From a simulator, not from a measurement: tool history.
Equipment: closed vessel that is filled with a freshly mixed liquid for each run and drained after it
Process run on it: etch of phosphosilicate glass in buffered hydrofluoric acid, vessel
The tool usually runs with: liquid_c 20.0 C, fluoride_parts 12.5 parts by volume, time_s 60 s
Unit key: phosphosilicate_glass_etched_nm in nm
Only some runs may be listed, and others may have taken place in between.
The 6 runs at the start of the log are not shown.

run,day,liquid_c,fluoride_parts,time_s,"read-back film thickness of the phosphosilicate glass reference wafer, read on the same gauge (nm)",phosphosilicate_glass_etched_nm
7,14.746,20.0,12.5,60,120.05,390.30
# day 17.029: hydrofluoric acid flow meter replaced
8,18.979,20.0,12.5,60,119.99,389.29
9,22.346,20.0,12.5,60,120.05,386.89
10,26.267,20.0,12.5,60,120.03,386.92
11,30.317,20.0,10.0,60,120.00,481.49
# day 32.571: gauge calibrated
12,33.404,20.0,10.0,60,120.00,476.57
13,35.071,20.0,10.0,60,120.02,473.19
# day 36.479: hydrofluoric acid flow meter replaced
14,36.992,17.0,12.5,60,119.97,324.61
15,50.367,20.0,12.5,60,119.97,377.97
# day 52.221: thermometer replaced
16,52.996,20.0,12.5,60,119.97,387.57
17,55.096,18.5,12.5,60,120.01,354.45
# day 58.021: hydrofluoric acid flow meter replaced
18,58.533,20.0,16.5,60,120.01,299.47
19,61.433,20.0,12.5,60,120.03,379.07
20,65.000,20.0,12.5,60,119.94,383.62
21,67.812,23.5,14.0,60,119.98,429.07
22,69.983,20.0,8.0,80,119.98,792.31
# day 76.467: hydrofluoric acid flow meter replaced
23,79.167,17.5,11.0,60,119.98,377.34
24,81.446,22.0,15.5,30,119.95,175.10
25,84.512,20.0,12.5,75,120.02,475.63
26,86.704,20.0,15.5,85,120.04,454.15
27,88.608,20.0,12.5,45,120.01,294.81
# day 89.883: gauge calibrated
28,92.204,20.0,12.5,60,119.97,390.41
# day 95.688: hydrofluoric acid flow meter replaced
29,96.517,20.0,12.5,60,119.97,379.88
30,99.592,17.5,12.5,60,120.00,336.67

4 options for the next run, each taken on its own from the tool as it stands now. Forecast them:
A,99.621,20.0,12.5,90,?,?
B,99.621,20.0,11.0,30,?,?
C,99.621,17.0,15.0,30,?,?
D,99.621,22.0,12.5,90,?,?

run,"read-back film thickness of the phosphosilicate glass reference wafer, read on the same gauge (nm)",phosphosilicate_glass_etched_nm
A,119.99,577.38
B,119.99,218.08
C,119.99,135.78
D,119.99,645.37
Without the tool's unlogged condition, the same runs would have read:
run,phosphosilicate_glass_etched_nm
A,577.38
B,218.08
C,135.78
D,645.37
